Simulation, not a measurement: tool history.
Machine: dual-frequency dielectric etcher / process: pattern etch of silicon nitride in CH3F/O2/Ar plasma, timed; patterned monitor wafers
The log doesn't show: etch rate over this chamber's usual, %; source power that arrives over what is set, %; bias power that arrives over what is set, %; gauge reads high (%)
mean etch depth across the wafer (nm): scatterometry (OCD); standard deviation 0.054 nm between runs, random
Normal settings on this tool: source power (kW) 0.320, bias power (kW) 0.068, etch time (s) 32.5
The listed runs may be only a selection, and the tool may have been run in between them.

run,hour,source power (kW),bias power (kW),etch time (s),wafers since the last listed run,hours since the last wet clean,hours since the last source power generator calibration,hours since the last bias power generator calibration,hours since the last upper electrode change,hours since the gauge calibration,"read-back reference wafer on the same gauge, depth_nm",mean etch depth across the wafer (nm)
1,0.0,0.320,0.068,32.5,0,536.7,2158.5,269.0,3597.6,3244.2,24.30,21.68
2,92.3,0.320,0.068,32.5,1795,629.0,2250.8,361.3,3689.9,3336.5,24.31,21.81
# hour 120.6: gauge calibrated
3,165.5,0.320,0.077,39.5,1423,702.2,2324.0,434.5,3763.1,44.9,24.31,28.00
# hour 221.4: wet clean of the chamber
4,225.8,0.320,0.077,39.5,706,4.4,2384.3,494.8,3823.4,105.2,24.30,26.93
5,320.2,0.320,0.068,32.5,1836,98.8,2478.7,589.2,3917.8,199.6,24.32,21.17
6,361.8,0.320,0.068,25.0,809,140.4,2520.3,630.8,3959.4,241.2,24.29,16.34
7,460.7,0.390,0.081,39.0,1923,239.3,2619.2,729.7,4058.3,340.1,24.31,29.52
8,502.4,0.360,0.068,24.0,811,281.0,2660.9,771.4,4100.0,381.8,24.30,16.47
9,584.3,0.320,0.068,32.5,1593,362.9,2742.8,853.3,4181.9,463.7,24.28,21.43
# hour 592.8: source power generator calibrated
10,621.8,0.270,0.058,32.5,651,400.4,29.0,890.8,4219.4,501.2,24.31,18.86
11,669.7,0.360,0.068,38.0,931,448.3,76.9,938.7,4267.3,549.1,24.33,26.35
12,852.8,0.320,0.068,32.5,3561,631.4,260.0,1121.8,4450.4,732.2,24.29,21.68
# hour 879.6: wet clean of the chamber
13,944.1,0.320,0.079,32.5,1309,64.5,351.3,1213.1,4541.7,823.5,24.32,22.73
14,999.3,0.320,0.068,24.0,1073,119.7,406.5,1268.3,4596.9,878.7,24.30,15.80
# hour 1101.9: upper electrode replaced
15,1102.4,0.290,0.073,30.0,1538,222.8,509.6,1371.4,0.5,981.8,24.27,19.63
16,1199.6,0.290,0.084,39.5,1890,320.0,606.8,1468.6,97.7,1079.0,24.31,27.41
17,1285.7,0.320,0.068,23.0,1674,406.1,692.9,1554.7,183.8,1165.1,24.31,15.36
18,1347.3,0.250,0.068,32.5,1198,467.7,754.5,1616.3,245.4,1226.7,24.29,19.68
19,1454.9,0.320,0.068,32.5,2093,575.3,862.1,1723.9,353.0,1334.3,24.30,21.89
20,1528.5,0.320,0.064,32.5,1431,648.9,935.7,1797.5,426.6,1407.9,24.29,21.40
# hour 1566.6: wet clean of the chamber
21,1578.7,0.270,0.068,32.5,509,12.1,985.9,1847.7,476.8,1458.1,24.30,19.72
22,1646.8,0.320,0.068,32.5,1324,80.2,1054.0,1915.8,544.9,1526.2,24.32,21.23
23,1736.8,0.320,0.068,32.5,1750,170.2,1144.0,2005.8,634.9,1616.2,24.28,21.34
24,1788.0,0.360,0.073,32.5,995,221.4,1195.2,2057.0,686.1,1667.4,24.27,23.02
25,1828.3,0.320,0.053,41.0,783,261.7,1235.5,2097.3,726.4,1707.7,24.32,24.50
26,1918.9,0.320,0.068,32.5,1762,352.3,1326.1,2187.9,817.0,1798.3,24.29,21.58
27,1967.2,0.320,0.068,32.5,939,400.6,1374.4,2236.2,865.3,1846.6,24.29,21.56
28,2058.5,0.320,0.068,32.5,1775,491.9,1465.7,2327.5,956.6,1937.9,24.32,21.69
29,2144.1,0.320,0.068,32.5,1665,577.5,1551.3,2413.1,1042.2,2023.5,24.32,21.75

Same runs, no hidden state in the tool, same run-to-run variation:
run,mean etch depth across the wafer (nm)
1,21.20
2,21.23
3,27.16
4,27.08
5,21.20
6,16.33
7,29.36
8,16.35
9,21.19
10,18.62
11,25.95
12,21.17
13,22.56
14,15.64
15,19.34
16,26.88
17,15.00
18,19.17
19,21.22
20,20.67
21,19.72
22,21.16
23,21.18
24,22.78
25,24.21
26,21.24
27,21.17
28,21.21
29,21.18

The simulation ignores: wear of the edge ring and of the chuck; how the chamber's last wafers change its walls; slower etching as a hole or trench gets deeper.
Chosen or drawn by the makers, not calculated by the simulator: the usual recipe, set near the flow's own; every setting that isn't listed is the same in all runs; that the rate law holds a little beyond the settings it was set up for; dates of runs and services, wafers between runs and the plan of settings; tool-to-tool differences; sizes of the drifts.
